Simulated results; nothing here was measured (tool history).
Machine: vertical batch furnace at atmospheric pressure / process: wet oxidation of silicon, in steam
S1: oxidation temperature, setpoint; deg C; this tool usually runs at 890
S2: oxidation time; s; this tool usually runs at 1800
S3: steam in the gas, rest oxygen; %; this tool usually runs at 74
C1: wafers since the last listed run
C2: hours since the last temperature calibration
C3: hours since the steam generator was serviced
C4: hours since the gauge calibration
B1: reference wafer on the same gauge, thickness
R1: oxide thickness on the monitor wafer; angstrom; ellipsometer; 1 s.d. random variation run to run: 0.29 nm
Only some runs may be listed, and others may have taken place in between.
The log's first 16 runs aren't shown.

run    hour   S1    S2  S3    C1     C2     C3     C4     B1     R1
 17  1002.6  890  1800  74  1167  343.1  124.2  496.0  78.94  751.8
 18  1070.3  913  1800  74  1298  410.8  191.9  563.7  78.96  973.1
 19  1111.3  890  1800  80   786  451.8  232.9  604.7  79.16  797.1
 20  1161.8  890  2490  74   968  502.3  283.4  655.2  79.16  948.3
 21  1213.7  878  2070  71   995  554.2  335.3  707.1  79.21  699.6
 22  1240.9  865  1260  80   521  581.4  362.5  734.3  79.34  476.1
 23  1335.0  890  1800  74  1804  675.5  456.6  828.4  79.44  762.5
 24  1365.0  890  1800  74   575  705.5  486.6  858.4  79.43  752.4
 25  1421.0  903  1800  81  1073  761.5  542.6  914.4  79.49  934.2

Run 26, settings as shown, results not yet in. Your forecast:
 26  1476.8  890  1800  64  1070  817.3  598.4  970.2   ?   ?

Run 26 came out at B1 79.68, R1 685.0 angstrom.
The same run, on a tool lacking any hidden state, would have yielded R1 675.6 angstrom.
